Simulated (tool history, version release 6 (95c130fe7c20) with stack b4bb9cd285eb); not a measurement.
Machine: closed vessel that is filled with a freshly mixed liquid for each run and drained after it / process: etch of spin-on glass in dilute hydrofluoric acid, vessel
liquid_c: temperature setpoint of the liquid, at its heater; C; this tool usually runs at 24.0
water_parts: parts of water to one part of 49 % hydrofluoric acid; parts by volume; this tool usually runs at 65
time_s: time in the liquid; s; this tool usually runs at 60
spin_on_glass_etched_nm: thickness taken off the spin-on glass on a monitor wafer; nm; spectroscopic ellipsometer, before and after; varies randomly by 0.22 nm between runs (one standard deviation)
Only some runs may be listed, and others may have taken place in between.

run    hour  liquid_c  water_parts  time_s  wafers since the last listed run  hours since the thermometer was replaced  hours since the hydrofluoric acid flow meter was replaced  hours since the gauge calibration  read-back film thickness of the spin-on glass reference wafer, read on the same gauge (nm)  spin_on_glass_etched_nm
  1     0.0      24.0           80      60                                 0                                    1688.8                                                      462.3                              296.9                                                                                       60.00                    26.99
  2    63.0      24.0           65      60                              3996                                    1751.8                                                      525.3                              359.9                                                                                       59.99                    33.95
       67.6  -- hydrofluoric acid flow meter replaced
  3   106.0      24.0           65      60                              2664                                    1794.8                                                       38.4                              402.9                                                                                       60.00                    34.78
  4   147.1      24.0           65      60                              2606                                    1835.9                                                       79.5                              444.0                                                                                       59.98                    34.98
  5   215.3      24.0           65      60                              4325                                    1904.1                                                      147.7                              512.2                                                                                       60.00                    34.71
  6   278.6      24.0           75      60                              4015                                    1967.4                                                      211.0                              575.5                                                                                       59.99                    29.42
  7   305.4      26.5           50      60                              1699                                    1994.2                                                      237.8                              602.3                                                                                       60.00                    50.55
  8   354.6      24.0           65      60                              3120                                    2043.4                                                      287.0                              651.5                                                                                       60.00                    34.05
  9   396.6      24.0           65      60                              2664                                    2085.4                                                      329.0                              693.5                                                                                       60.01                    33.78
 10   457.0      24.0           65      60                              3831                                    2145.8                                                      389.4                              753.9                                                                                       60.01                    34.12
 11   520.9      24.0           65      60                              4053                                    2209.7                                                      453.3                              817.8                                                                                       59.98                    33.72
 12   545.7      24.0           65      90                              1573                                    2234.5                                                      478.1                              842.6                                                                                       60.01                    50.22
 13   577.9      24.0           65      60                              2042                                    2266.7                                                      510.3                              874.8                                                                                       60.00                    33.58
      588.0  -- gauge calibrated
 14   634.6      24.0           65      60                              3596                                    2323.4                                                      567.0                               46.6                                                                                       59.99                    33.71
      646.4  -- hydrofluoric acid flow meter replaced
 15   662.9      24.0           65      60                              1731                                    2351.7                                                       16.5                               74.9                                                                                       60.00                    35.37
 16   731.2      24.0           40      70                              4332                                    2420.0                                                       84.8                              143.2                                                                                       60.03                    69.36
 17   787.8      27.0           65      90                              3590                                    2476.6                                                      141.4                              199.8                                                                                       60.00                    58.47
 18   845.2      24.0           65      60                              3640                                    2534.0                                                      198.8                              257.2                                                                                       60.00                    34.68
 19   887.5      24.0           65      60                              2683                                    2576.3                                                      241.1                              299.5                                                                                       59.99                    34.71
 20   950.8      24.0           95      70                              4015                                    2639.6                                                      304.4                              362.8                                                                                       60.01                    26.37
 21  1000.3      24.0           65      60                              3139                                    2689.1                                                      353.9                              412.3                                                                                       60.02                    34.13
 22  1037.2      24.0           65      60                              2340                                    2726.0                                                      390.8                              449.2                                                                                       60.00                    34.01
     1049.4  -- thermometer replaced
     1092.1  -- hydrofluoric acid flow meter replaced
 23  1102.7      24.0           65      50                              4027                                      53.3                                                       10.6                              514.7                                                                                       59.98                    29.44
 24  1169.7      24.0           95      60                              4249                                     120.3                                                       77.6                              581.7                                                                                       59.99                    22.85
 25  1221.7      24.0           65      60                              3298                                     172.3                                                      129.6                              633.7                                                                                       60.02                    34.83
 26  1278.8      24.0           40      60                              3621                                     229.4                                                      186.7                              690.8                                                                                       59.99                    58.20
     1305.1  -- gauge calibrated
 27  1325.3      24.0           65      60                              2949                                     275.9                                                      233.2                               20.2                                                                                       60.01                    34.94
 28  1380.7      19.5           80      45                              3513                                     331.3                                                      288.6                               75.6                                                                                       59.99                    17.23
 29  1447.7      24.0           65      80                              4249                                     398.3                                                      355.6                              142.6                                                                                       59.99                    46.27
 30  1511.1      24.0           65      40                              4021                                     461.7                                                      419.0                              206.0                                                                                       60.01                    22.70
 31  1539.8      20.5           90      75                              1820                                     490.4                                                      447.7                              234.7                                                                                       59.99                    25.75

What was the tool's hidden state at every run in the log?
liquid colder than its thermometer reads (K): 0 on each run
gauge reads high (%): 0 on each run
H1: hydrofluoric acid flow below the setpoint (%)
run     H1
  1   3.25
  2   3.67
  3   1.12
  4   1.39
  5   1.85
  6   2.27
  7   2.45
  8   2.78
  9   3.06
 10   3.46
 11   3.89
 12   4.05
 13   4.27
 14   4.64
 15  0.313
 16  0.769
 17   1.15
 18   1.53
 19   1.81
 20   2.23
 21   2.56
 22   2.81
 23  0.265
 24  0.712
 25   1.06
 26   1.44
 27   1.75
 28   2.12
 29   2.57
 30   2.99
 31   3.18

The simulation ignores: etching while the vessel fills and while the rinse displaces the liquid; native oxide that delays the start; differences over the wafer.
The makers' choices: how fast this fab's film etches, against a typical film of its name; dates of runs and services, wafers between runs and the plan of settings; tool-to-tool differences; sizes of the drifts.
